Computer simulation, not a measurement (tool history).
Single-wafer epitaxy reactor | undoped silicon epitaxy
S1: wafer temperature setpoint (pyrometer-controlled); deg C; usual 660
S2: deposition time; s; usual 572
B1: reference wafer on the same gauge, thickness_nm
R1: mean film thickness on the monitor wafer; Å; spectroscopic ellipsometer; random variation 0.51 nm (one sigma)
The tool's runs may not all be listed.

{"run": 1, "hour": 0.0, "S1": 660, "S2": 572, "B1": 97.914, "R1": 1193.13}
{"run": 2, "hour": 13.3, "S1": 660, "S2": 572, "B1": 97.945, "R1": 1193.64}
{"run": 3, "hour": 30.1, "S1": 660, "S2": 572, "B1": 97.965, "R1": 1198.53}
{"run": 4, "hour": 39.2, "S1": 660, "S2": 572, "B1": 97.828, "R1": 1198.33}
{"run": 5, "hour": 50.0, "S1": 660, "S2": 572, "B1": 97.815, "R1": 1192.6}
{"run": 6, "hour": 66.7, "S1": 660, "S2": 572, "B1": 97.931, "R1": 1195.01}
{"run": 7, "hour": 78.4, "S1": 660, "S2": 572, "B1": 97.845, "R1": 1199.42}
{"run": 8, "hour": 86.9, "S1": 660, "S2": 572, "B1": 98.004, "R1": 1198.61}
{"run": 9, "hour": 104.7, "S1": 660, "S2": 632, "B1": 97.986, "R1": 1317.95}
{"run": 10, "hour": 120.9, "S1": 660, "S2": 572, "B1": 98.013, "R1": 1205.62}
{"run": 11, "hour": 161.6, "S1": 660, "S2": 572, "B1": 97.986, "R1": 1191.19}
{"run": 12, "hour": 177.4, "S1": 660, "S2": 650, "B1": 98.108, "R1": 1357.67}
{"run": 13, "hour": 186.5, "S1": 660, "S2": 650, "B1": 97.903, "R1": 1373.27}
{"run": 14, "hour": 195.7, "S1": 660, "S2": 572, "B1": 97.881, "R1": 1203.11}
{"run": 15, "hour": 211.0, "S1": 660, "S2": 572, "B1": 97.958, "R1": 1195.48}
{"run": 16, "hour": 224.7, "S1": 660, "S2": 572, "B1": 97.951, "R1": 1191.07}
{"run": 17, "hour": 231.4, "S1": 660, "S2": 572, "B1": 98.088, "R1": 1200.84}
{"run": 18, "hour": 240.5, "S1": 668, "S2": 572, "B1": 97.838, "R1": 1379.52}
{"run": 19, "hour": 246.6, "S1": 668, "S2": 572, "B1": 97.802, "R1": 1392.1}
{"run": 20, "hour": 255.2, "S1": 668, "S2": 572, "B1": 98.018, "R1": 1375.69}
{"run": 21, "hour": 269.8, "S1": 660, "S2": 572, "B1": 97.901, "R1": 1193.58}
{"run": 22, "hour": 280.2, "S1": 660, "S2": 572, "B1": 98.014, "R1": 1199.25}
{"hour": 291.4, "done": "pyrometer calibrated"}
{"run": 23, "hour": 291.9, "S1": 653, "S2": 482, "B1": 97.929, "R1": 877.26}
{"run": 24, "hour": 302.6, "S1": 660, "S2": 572, "B1": 98.047, "R1": 1198.44}
{"run": 25, "hour": 310.2, "S1": 660, "S2": 572, "B1": 98.15, "R1": 1196.91}
{"run": 26, "hour": 321.4, "S1": 648, "S2": 540, "B1": 98.081, "R1": 895.61}
{"run": 27, "hour": 350.6, "S1": 660, "S2": 572, "B1": 98.011, "R1": 1198.07}
{"run": 28, "hour": 363.3, "S1": 649, "S2": 528, "B1": 98.115, "R1": 905.28}
{"run": 29, "hour": 374.0, "S1": 664, "S2": 683, "B1": 97.911, "R1": 1536.09}
{"run": 30, "hour": 380.6, "S1": 654, "S2": 645, "B1": 97.972, "R1": 1203.01}
{"run": 31, "hour": 388.3, "S1": 650, "S2": 525, "B1": 98.023, "R1": 907.21}
{"run": 32, "hour": 404.6, "S1": 660, "S2": 572, "B1": 98.164, "R1": 1191.36}
{"run": 33, "hour": 414.2, "S1": 647, "S2": 647, "B1": 98.063, "R1": 1055.52}
{"hour": 422.8, "done": "gauge calibrated"}
{"run": 34, "hour": 429.8, "S1": 668, "S2": 486, "B1": 98.045, "R1": 1170.09}
{"run": 35, "hour": 441.4, "S1": 660, "S2": 619, "B1": 97.887, "R1": 1298.18}
{"run": 36, "hour": 458.4, "S1": 650, "S2": 572, "B1": 97.972, "R1": 989.53}
{"run": 37, "hour": 466.7, "S1": 660, "S2": 503, "B1": 97.958, "R1": 1057.62}
{"run": 38, "hour": 478.3, "S1": 660, "S2": 572, "B1": 98.097, "R1": 1200.8}
{"run": 39, "hour": 486.6, "S1": 667, "S2": 506, "B1": 97.899, "R1": 1195.77}
{"run": 40, "hour": 498.4, "S1": 645, "S2": 505, "B1": 97.88, "R1": 793.73}
{"run": 41, "hour": 511.0, "S1": 647, "S2": 572, "B1": 97.917, "R1": 932.27}
{"run": 42, "hour": 521.6, "S1": 660, "S2": 572, "B1": 97.924, "R1": 1198.1}
{"run": 43, "hour": 533.9, "S1": 660, "S2": 572, "B1": 98.015, "R1": 1193.09}
{"run": 44, "hour": 544.3, "S1": 649, "S2": 642, "B1": 98.11, "R1": 1088.55}
{"run": 45, "hour": 555.5, "S1": 671, "S2": 674, "B1": 97.97, "R1": 1736.13}

4 ways to go on from here, each from the tool as it stands after run 45. What would each give?
{"run": "A", "hour": 556.1, "S1": 660, "S2": 501, "B1": "?", "R1": "?"}
{"run": "B", "hour": 556.1, "S1": 651, "S2": 529, "B1": "?", "R1": "?"}
{"run": "C", "hour": 556.1, "S1": 660, "S2": 515, "B1": "?", "R1": "?"}
{"run": "D", "hour": 556.1, "S1": 666, "S2": 515, "B1": "?", "R1": "?"}

run=A B1=98.001 R1=1048.49
run=B B1=98.001 R1=933.71
run=C B1=98.001 R1=1077.79
run=D B1=98.001 R1=1205.47
Without the tool's hidden state the same runs would have given:
run=A R1=1048.49
run=B R1=933.71
run=C R1=1077.79
run=D R1=1205.47
